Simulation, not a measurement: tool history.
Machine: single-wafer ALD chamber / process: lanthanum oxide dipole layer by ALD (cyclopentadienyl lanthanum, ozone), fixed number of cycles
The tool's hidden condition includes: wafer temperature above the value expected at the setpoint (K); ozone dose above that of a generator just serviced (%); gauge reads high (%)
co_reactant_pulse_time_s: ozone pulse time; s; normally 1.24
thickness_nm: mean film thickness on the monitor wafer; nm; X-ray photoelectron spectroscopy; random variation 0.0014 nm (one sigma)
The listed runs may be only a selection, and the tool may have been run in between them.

| run | hour | co_reactant_pulse_time_s | wafers since the last listed run | hours since the last thermocouple change | hours since the last ozone generator service | hours since the showerhead was replaced | hours since the gauge calibration | read-back reference wafer on the same gauge, thickness_nm | thickness_nm |
|---|---|---|---|---|---|---|---|---|---|
| 1 | 0.0 | 1.24 | 0 | 1443.1 | 543.4 | 2967.0 | 1084.6 | 0.629 | 0.522 |
| 2 | 65.8 | 1.24 | 1247 | 1508.9 | 609.2 | 3032.8 | 1150.4 | 0.629 | 0.523 |
| 3 | 110.7 | 1.24 | 851 | 1553.8 | 654.1 | 3077.7 | 1195.3 | 0.629 | 0.522 |
| 4 | 148.8 | 1.24 | 722 | 1591.9 | 692.2 | 3115.8 | 1233.4 | 0.629 | 0.524 |
| 5 | 192.9 | 1.24 | 836 | 1636.0 | 736.3 | 3159.9 | 1277.5 | 0.629 | 0.524 |
| 6 | 240.7 | 1.24 | 906 | 1683.8 | 784.1 | 3207.7 | 1325.3 | 0.629 | 0.525 |
| 7 | 274.9 | 1.12 | 648 | 1718.0 | 818.3 | 3241.9 | 1359.5 | 0.629 | 0.513 |
| 8 | 305.1 | 1.12 | 572 | 1748.2 | 848.5 | 3272.1 | 1389.7 | 0.629 | 0.515 |
| 9 | 332.9 | 1.24 | 527 | 1776.0 | 876.3 | 3299.9 | 1417.5 | 0.629 | 0.522 |
| 10 | 375.1 | 1.24 | 800 | 1818.2 | 918.5 | 3342.1 | 1459.7 | 0.629 | 0.524 |
| 11 | 409.8 | 1.24 | 658 | 1852.9 | 953.2 | 3376.8 | 1494.4 | 0.629 | 0.525 |
| 12 | 435.0 | 1.40 | 477 | 1878.1 | 978.4 | 3402.0 | 1519.6 | 0.629 | 0.532 |
| 13 | 486.8 | 1.40 | 982 | 1929.9 | 1030.2 | 3453.8 | 1571.4 | 0.629 | 0.532 |
| 14 | 543.6 | 1.24 | 1077 | 1986.7 | 1087.0 | 3510.6 | 1628.2 | 0.629 | 0.522 |
| 15 | 579.5 | 1.24 | 680 | 2022.6 | 1122.9 | 3546.5 | 1664.1 | 0.629 | 0.522 |
|  | 583.6 | gauge calibrated |
| 16 | 626.7 | 1.24 | 895 | 2069.8 | 1170.1 | 3593.7 | 43.1 | 0.629 | 0.525 |
| 17 | 671.3 | 1.50 | 845 | 2114.4 | 1214.7 | 3638.3 | 87.7 | 0.629 | 0.536 |
| 18 | 721.4 | 1.24 | 950 | 2164.5 | 1264.8 | 3688.4 | 137.8 | 0.629 | 0.521 |
|  | 751.8 | showerhead replaced |
| 19 | 778.5 | 0.96 | 931 | 2221.6 | 1321.9 | 26.7 | 194.9 | 0.629 | 0.497 |
| 20 | 835.0 | 1.42 | 1071 | 2278.1 | 1378.4 | 83.2 | 251.4 | 0.629 | 0.528 |
| 21 | 881.0 | 1.60 | 872 | 2324.1 | 1424.4 | 129.2 | 297.4 | 0.629 | 0.541 |
| 22 | 931.9 | 1.24 | 965 | 2375.0 | 1475.3 | 180.1 | 348.3 | 0.629 | 0.519 |
|  | 951.9 | ozone generator serviced |
| 23 | 961.7 | 1.24 | 413 | 2404.8 | 9.8 | 209.9 | 378.1 | 0.629 | 0.521 |
|  | 973.6 | thermocouple changed; heater temperature recalibrated |
| 24 | 1029.8 | 1.24 | 1139 | 56.2 | 77.9 | 278.0 | 446.2 | 0.629 | 0.526 |
| 25 | 1072.5 | 0.88 | 809 | 98.9 | 120.6 | 320.7 | 488.9 | 0.629 | 0.493 |
| 26 | 1116.4 | 1.41 | 832 | 142.8 | 164.5 | 364.6 | 532.8 | 0.629 | 0.534 |
| 27 | 1169.4 | 1.70 | 1005 | 195.8 | 217.5 | 417.6 | 585.8 | 0.629 | 0.544 |
| 28 | 1207.9 | 1.24 | 730 | 234.3 | 256.0 | 456.1 | 624.3 | 0.629 | 0.525 |
| 29 | 1276.6 | 1.68 | 1302 | 303.0 | 324.7 | 524.8 | 693.0 | 0.629 | 0.545 |
| 30 | 1329.3 | 1.65 | 999 | 355.7 | 377.4 | 577.5 | 745.7 | 0.629 | 0.546 |
| 31 | 1373.2 | 1.24 | 832 | 399.6 | 421.3 | 621.4 | 789.6 | 0.629 | 0.524 |
| 32 | 1431.4 | 1.24 | 1103 | 457.8 | 479.5 | 679.6 | 847.8 | 0.629 | 0.523 |
| 33 | 1456.1 | 1.52 | 468 | 482.5 | 504.2 | 704.3 | 872.5 | 0.629 | 0.539 |

What differs in the tool's unlogged condition from the final listed run ahead of each entry between runs to the first listed run following it?
From run 15 to run 16: gauge calibrated (hour 583.6)
  ozone dose above that of a generator just serviced (%): -5.43 -> -5.76
  difference, measured minus the result without the unlogged condition, thickness_nm: -0.005 -> -0.005 nm
From run 18 to run 19: showerhead replaced (hour 751.8)
  ozone dose above that of a generator just serviced (%): -6.47 -> -6.92
  difference, measured minus the result without the unlogged condition, thickness_nm: -0.006 -> -0.008 nm
From run 22 to run 23: ozone generator serviced (hour 951.9)
  ozone dose above that of a generator just serviced (%): -8.24 -> -2.38
  difference, measured minus the result without the unlogged condition, thickness_nm: -0.007 -> -0.002 nm
From run 23 to run 24: thermocouple changed; heater temperature recalibrated (hour 973.6)
  ozone dose above that of a generator just serviced (%): -2.38 -> -2.4
  difference, measured minus the result without the unlogged condition, thickness_nm: -0.002 -> -0.002 nm

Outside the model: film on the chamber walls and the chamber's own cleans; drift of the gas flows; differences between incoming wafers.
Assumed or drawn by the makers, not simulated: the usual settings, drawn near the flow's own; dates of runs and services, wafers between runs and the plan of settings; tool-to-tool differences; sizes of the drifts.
